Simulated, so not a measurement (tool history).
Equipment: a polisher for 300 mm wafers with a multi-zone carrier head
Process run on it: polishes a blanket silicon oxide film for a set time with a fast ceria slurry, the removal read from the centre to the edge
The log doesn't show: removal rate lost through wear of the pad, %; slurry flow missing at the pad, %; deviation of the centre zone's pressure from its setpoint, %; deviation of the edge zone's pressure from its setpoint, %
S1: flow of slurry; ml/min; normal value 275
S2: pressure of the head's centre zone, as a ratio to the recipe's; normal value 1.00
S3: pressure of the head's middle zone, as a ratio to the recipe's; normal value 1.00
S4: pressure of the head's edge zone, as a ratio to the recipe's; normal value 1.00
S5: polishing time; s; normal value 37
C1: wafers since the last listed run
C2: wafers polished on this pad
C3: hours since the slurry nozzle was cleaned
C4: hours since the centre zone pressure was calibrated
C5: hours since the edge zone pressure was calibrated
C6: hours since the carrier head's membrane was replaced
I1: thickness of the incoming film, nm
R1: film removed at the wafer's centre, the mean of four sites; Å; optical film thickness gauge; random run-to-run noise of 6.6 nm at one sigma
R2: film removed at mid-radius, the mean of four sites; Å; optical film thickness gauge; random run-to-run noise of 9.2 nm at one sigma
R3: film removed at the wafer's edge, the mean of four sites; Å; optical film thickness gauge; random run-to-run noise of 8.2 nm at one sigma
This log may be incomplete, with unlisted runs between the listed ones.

{"run": 1, "hour": 0.0, "S1": 275, "S2": 1.0, "S3": 1.0, "S4": 1.0, "S5": 37, "C1": 0, "C2": 3091, "C3": 205.8, "C4": 1225.7, "C5": 495.1, "C6": 321.4, "I1": 2918.1, "R1": 6304, "R2": 6132, "R3": 6159}
{"run": 2, "hour": 41.6, "S1": 275, "S2": 1.0, "S3": 1.05, "S4": 1.0, "S5": 37, "C1": 404, "C2": 3496, "C3": 247.4, "C4": 1267.3, "C5": 536.7, "C6": 363.0, "I1": 3006.2, "R1": 6438, "R2": 6454, "R3": 6221}
{"hour": 60.0, "done": "centre zone pressure recalibrated"}
{"run": 3, "hour": 112.2, "S1": 230, "S2": 1.0, "S3": 0.88, "S4": 0.96, "S5": 45, "C1": 667, "C2": 4163, "C3": 318.0, "C4": 52.2, "C5": 607.3, "C6": 433.6, "I1": 2889.7, "R1": 7546, "R2": 6603, "R3": 7378}
{"hour": 203.8, "done": "worn pad replaced by a new one"}
{"hour": 265.8, "done": "carrier head's membrane replaced by a new one"}
{"hour": 270.9, "done": "slurry nozzle cleaned"}
{"run": 4, "hour": 276.5, "S1": 275, "S2": 1.0, "S3": 1.0, "S4": 1.0, "S5": 37, "C1": 1501, "C2": 648, "C3": 5.6, "C4": 216.5, "C5": 771.6, "C6": 10.7, "I1": 2935.5, "R1": 6360, "R2": 6262, "R3": 6216}
{"run": 5, "hour": 301.9, "S1": 310, "S2": 1.0, "S3": 1.1, "S4": 1.0, "S5": 37, "C1": 247, "C2": 895, "C3": 31.0, "C4": 241.9, "C5": 797.0, "C6": 36.1, "I1": 2891.4, "R1": 6424, "R2": 7017, "R3": 6286}
{"run": 6, "hour": 358.1, "S1": 275, "S2": 0.9, "S3": 0.92, "S4": 1.0, "S5": 37, "C1": 546, "C2": 1442, "C3": 87.2, "C4": 298.1, "C5": 853.2, "C6": 92.3, "I1": 2929.4, "R1": 5670, "R2": 5778, "R3": 6273}
{"run": 7, "hour": 387.4, "S1": 275, "S2": 1.04, "S3": 1.0, "S4": 0.88, "S5": 37, "C1": 285, "C2": 1727, "C3": 116.5, "C4": 327.4, "C5": 882.5, "C6": 121.6, "I1": 2970.3, "R1": 6511, "R2": 6091, "R3": 5907}
{"run": 8, "hour": 416.6, "S1": 240, "S2": 1.09, "S3": 1.0, "S4": 1.03, "S5": 28, "C1": 284, "C2": 2011, "C3": 145.7, "C4": 356.6, "C5": 911.7, "C6": 150.8, "I1": 2950.7, "R1": 5153, "R2": 4629, "R3": 4690}
{"run": 9, "hour": 459.2, "S1": 275, "S2": 0.97, "S3": 1.0, "S4": 1.1, "S5": 37, "C1": 414, "C2": 2425, "C3": 188.3, "C4": 399.2, "C5": 954.3, "C6": 193.4, "I1": 2927.7, "R1": 6275, "R2": 6392, "R3": 6364}
{"hour": 497.0, "done": "edge zone pressure recalibrated"}
{"run": 10, "hour": 524.4, "S1": 275, "S2": 1.0, "S3": 1.0, "S4": 1.0, "S5": 37, "C1": 614, "C2": 3040, "C3": 253.5, "C4": 464.4, "C5": 27.4, "C6": 258.6, "I1": 2924.4, "R1": 6334, "R2": 6336, "R3": 6427}
{"run": 11, "hour": 559.3, "S1": 180, "S2": 1.0, "S3": 1.0, "S4": 0.89, "S5": 28, "C1": 339, "C2": 3380, "C3": 288.4, "C4": 499.3, "C5": 62.3, "C6": 293.5, "I1": 2981.7, "R1": 4519, "R2": 4577, "R3": 4308}
{"run": 12, "hour": 614.9, "S1": 275, "S2": 1.0, "S3": 0.94, "S4": 1.0, "S5": 24, "C1": 540, "C2": 3920, "C3": 344.0, "C4": 554.9, "C5": 117.9, "C6": 349.1, "I1": 2912.3, "R1": 4131, "R2": 3909, "R3": 4028}
{"hour": 707.5, "done": "worn pad replaced by a new one"}
{"hour": 749.5, "done": "slurry nozzle cleaned"}
{"run": 13, "hour": 808.5, "S1": 275, "S2": 1.0, "S3": 1.08, "S4": 1.0, "S5": 37, "C1": 1834, "C2": 972, "C3": 59.0, "C4": 748.5, "C5": 311.5, "C6": 542.7, "I1": 2954.8, "R1": 6477, "R2": 6792, "R3": 6095}
{"run": 14, "hour": 859.9, "S1": 275, "S2": 1.0, "S3": 1.0, "S4": 1.0, "S5": 37, "C1": 500, "C2": 1472, "C3": 110.4, "C4": 799.9, "C5": 362.9, "C6": 594.1, "I1": 2970.3, "R1": 6339, "R2": 6328, "R3": 6076}
{"hour": 877.7, "done": "carrier head's membrane replaced by a new one"}
{"run": 15, "hour": 898.6, "S1": 275, "S2": 1.0, "S3": 1.0, "S4": 1.0, "S5": 37, "C1": 327, "C2": 1800, "C3": 149.1, "C4": 838.6, "C5": 401.6, "C6": 20.9, "I1": 2933.8, "R1": 6325, "R2": 6264, "R3": 6169}
{"run": 16, "hour": 927.5, "S1": 275, "S2": 1.0, "S3": 1.09, "S4": 1.0, "S5": 37, "C1": 281, "C2": 2081, "C3": 178.0, "C4": 867.5, "C5": 430.5, "C6": 49.8, "I1": 2924.5, "R1": 6327, "R2": 6684, "R3": 6182}
{"run": 17, "hour": 979.3, "S1": 275, "S2": 1.0, "S3": 1.08, "S4": 1.0, "S5": 37, "C1": 503, "C2": 2585, "C3": 229.8, "C4": 919.3, "C5": 482.3, "C6": 101.6, "I1": 2991.8, "R1": 6476, "R2": 6775, "R3": 6260}
{"run": 18, "hour": 1006.6, "S1": 275, "S2": 1.0, "S3": 1.07, "S4": 1.0, "S5": 37, "C1": 265, "C2": 2850, "C3": 257.1, "C4": 946.6, "C5": 509.6, "C6": 128.9, "I1": 2940.4, "R1": 6405, "R2": 6618, "R3": 6148}
{"run": 19, "hour": 1077.1, "S1": 275, "S2": 1.0, "S3": 1.0, "S4": 1.0, "S5": 50, "C1": 685, "C2": 3536, "C3": 327.6, "C4": 1017.1, "C5": 580.1, "C6": 199.4, "I1": 2945.7, "R1": 8741, "R2": 8298, "R3": 8333}
{"run": 20, "hour": 1138.1, "S1": 300, "S2": 1.0, "S3": 1.0, "S4": 1.09, "S5": 37, "C1": 593, "C2": 4130, "C3": 388.6, "C4": 1078.1, "C5": 641.1, "C6": 260.4, "I1": 2926.2, "R1": 6297, "R2": 6344, "R3": 6538}
{"hour": 1209.3, "done": "worn pad replaced by a new one"}
{"run": 21, "hour": 1209.8, "S1": 180, "S2": 1.0, "S3": 1.0, "S4": 1.0, "S5": 27, "C1": 658, "C2": 4, "C3": 460.3, "C4": 1149.8, "C5": 712.8, "C6": 332.1, "I1": 2929.4, "R1": 4283, "R2": 4297, "R3": 4223}
{"run": 22, "hour": 1246.5, "S1": 275, "S2": 1.0, "S3": 1.0, "S4": 1.0, "S5": 37, "C1": 357, "C2": 361, "C3": 497.0, "C4": 1186.5, "C5": 749.5, "C6": 368.8, "I1": 2968.0, "R1": 6343, "R2": 6209, "R3": 6193}

Here are 4 independent what-if runs from the current tool condition. What would each one return?
{"run": "A", "hour": 1246.9, "S1": 275, "S2": 1.0, "S3": 1.0, "S4": 1.0, "S5": 37, "C1": 3, "C2": 365, "C3": 497.4, "C4": 1186.9, "C5": 749.9, "C6": 369.2, "I1": 2987.8, "R1": "?", "R2": "?", "R3": "?"}
{"run": "B", "hour": 1246.9, "S1": 360, "S2": 1.0, "S3": 1.0, "S4": 1.0, "S5": 37, "C1": 3, "C2": 365, "C3": 497.4, "C4": 1186.9, "C5": 749.9, "C6": 369.2, "I1": 2987.8, "R1": "?", "R2": "?", "R3": "?"}
{"run": "C", "hour": 1246.9, "S1": 275, "S2": 1.0, "S3": 1.0, "S4": 1.07, "S5": 33, "C1": 3, "C2": 365, "C3": 497.4, "C4": 1186.9, "C5": 749.9, "C6": 369.2, "I1": 2987.8, "R1": "?", "R2": "?", "R3": "?"}
{"run": "D", "hour": 1246.9, "S1": 275, "S2": 1.0, "S3": 1.06, "S4": 1.0, "S5": 29, "C1": 3, "C2": 365, "C3": 497.4, "C4": 1186.9, "C5": 749.9, "C6": 369.2, "I1": 2987.8, "R1": "?", "R2": "?", "R3": "?"}

run=A R1=6424 R2=6247 R3=6310
run=B R1=6600 R2=6403 R3=6430
run=C R1=5729 R2=5571 R3=5818
run=D R1=5037 R2=5145 R3=4941
The same runs, with their run-to-run variation unchanged, on a tool lacking any hidden condition would have given:
run=A R1=6424 R2=6247 R3=6310
run=B R1=6600 R2=6403 R3=6430
run=C R1=5729 R2=5571 R3=5818
run=D R1=5037 R2=5145 R3=4941

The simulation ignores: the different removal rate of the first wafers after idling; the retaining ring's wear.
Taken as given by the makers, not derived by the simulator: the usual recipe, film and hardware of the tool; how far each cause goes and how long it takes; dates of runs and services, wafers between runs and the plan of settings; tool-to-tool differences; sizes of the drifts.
